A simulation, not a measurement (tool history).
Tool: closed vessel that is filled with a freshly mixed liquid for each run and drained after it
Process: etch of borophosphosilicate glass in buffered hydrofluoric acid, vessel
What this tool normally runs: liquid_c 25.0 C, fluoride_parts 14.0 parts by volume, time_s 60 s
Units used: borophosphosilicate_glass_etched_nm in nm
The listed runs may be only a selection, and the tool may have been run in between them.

| run | hour | liquid_c | fluoride_parts | time_s | wafers since the last listed run | hours since the thermometer was replaced | hours since the hydrofluoric acid flow meter was replaced | hours since the gauge calibration | read-back film thickness of the borophosphosilicate glass reference wafer, read on the same gauge (nm) | borophosphosilicate_glass_etched_nm |
|---|---|---|---|---|---|---|---|---|---|---|
| 1 | 0.0 | 25.0 | 14.0 | 60 | 0 | 2350.2 | 920.5 | 436.5 | 139.99 | 118.43 |
| 2 | 25.8 | 25.0 | 9.5 | 60 | 1634 | 2376.0 | 946.3 | 462.3 | 140.04 | 166.91 |
| 3 | 50.1 | 25.0 | 9.5 | 60 | 1539 | 2400.3 | 970.6 | 486.6 | 139.99 | 167.47 |
| 4 | 77.8 | 25.0 | 14.0 | 60 | 1754 | 2428.0 | 998.3 | 514.3 | 139.98 | 117.58 |
| 5 | 112.4 | 25.0 | 14.0 | 60 | 2192 | 2462.6 | 1032.9 | 548.9 | 139.97 | 116.35 |
| 6 | 127.1 | 25.0 | 14.0 | 60 | 931 | 2477.3 | 1047.6 | 563.6 | 140.04 | 118.32 |
| 7 | 139.6 | 25.0 | 14.0 | 60 | 791 | 2489.8 | 1060.1 | 576.1 | 140.00 | 117.09 |
|  | 168.0 | gauge calibrated |
|  | 169.5 | thermometer replaced |
| 8 | 174.1 | 29.0 | 14.0 | 60 | 2122 | 4.6 | 1094.6 | 6.1 | 139.99 | 130.24 |
| 9 | 194.1 | 25.0 | 16.5 | 85 | 1267 | 24.6 | 1114.6 | 26.1 | 140.02 | 129.82 |
| 10 | 211.2 | 25.0 | 14.0 | 70 | 1083 | 41.7 | 1131.7 | 43.2 | 139.98 | 125.34 |
| 11 | 225.9 | 25.0 | 14.0 | 60 | 931 | 56.4 | 1146.4 | 57.9 | 140.02 | 105.13 |
| 12 | 304.5 | 25.0 | 14.0 | 60 | 4979 | 135.0 | 1225.0 | 136.5 | 139.99 | 108.08 |
| 13 | 323.7 | 21.5 | 9.5 | 60 | 1216 | 154.2 | 1244.2 | 155.7 | 140.03 | 127.70 |
| 14 | 354.1 | 25.0 | 14.0 | 50 | 1925 | 184.6 | 1274.6 | 186.1 | 139.98 | 89.00 |
| 15 | 385.6 | 23.0 | 10.0 | 70 | 1995 | 216.1 | 1306.1 | 217.6 | 140.03 | 153.63 |
| 16 | 415.2 | 28.0 | 19.0 | 90 | 1875 | 245.7 | 1335.7 | 247.2 | 140.00 | 140.72 |
| 17 | 441.0 | 28.0 | 16.5 | 95 | 1634 | 271.5 | 1361.5 | 273.0 | 139.97 | 170.73 |
| 18 | 476.7 | 25.0 | 14.0 | 60 | 2261 | 307.2 | 1397.2 | 308.7 | 140.03 | 105.93 |
| 19 | 491.9 | 26.5 | 14.0 | 60 | 962 | 322.4 | 1412.4 | 323.9 | 140.02 | 116.66 |
| 20 | 516.8 | 25.0 | 16.5 | 60 | 1577 | 347.3 | 1437.3 | 348.8 | 140.04 | 90.40 |
|  | 527.2 | hydrofluoric acid flow meter replaced |
| 21 | 546.7 | 25.0 | 14.0 | 30 | 1830 | 377.2 | 19.5 | 378.7 | 140.00 | 53.18 |
| 22 | 578.5 | 20.0 | 10.5 | 85 | 2014 | 409.0 | 51.3 | 410.5 | 140.01 | 155.31 |
| 23 | 595.2 | 25.0 | 14.0 | 75 | 1058 | 425.7 | 68.0 | 427.2 | 140.01 | 134.94 |
| 24 | 608.4 | 22.5 | 14.0 | 45 | 836 | 438.9 | 81.2 | 440.4 | 140.01 | 70.31 |
| 25 | 680.5 | 25.0 | 14.0 | 60 | 4567 | 511.0 | 153.3 | 512.5 | 140.02 | 108.81 |
| 26 | 712.2 | 25.0 | 14.0 | 60 | 2008 | 542.7 | 185.0 | 544.2 | 140.00 | 107.28 |

Predict the results of run 27:
| 27 | 729.2 | 22.5 | 8.5 | 70 | 1077 | 559.7 | 202.0 | 561.2 | ? | ? |

read-back film thickness of the borophosphosilicate glass reference wafer, read on the same gauge (nm): 140.03
borophosphosilicate_glass_etched_nm: 176.02 nm
Minus the tool's unlogged condition, the same run would have read borophosphosilicate_glass_etched_nm 169.19 nm.
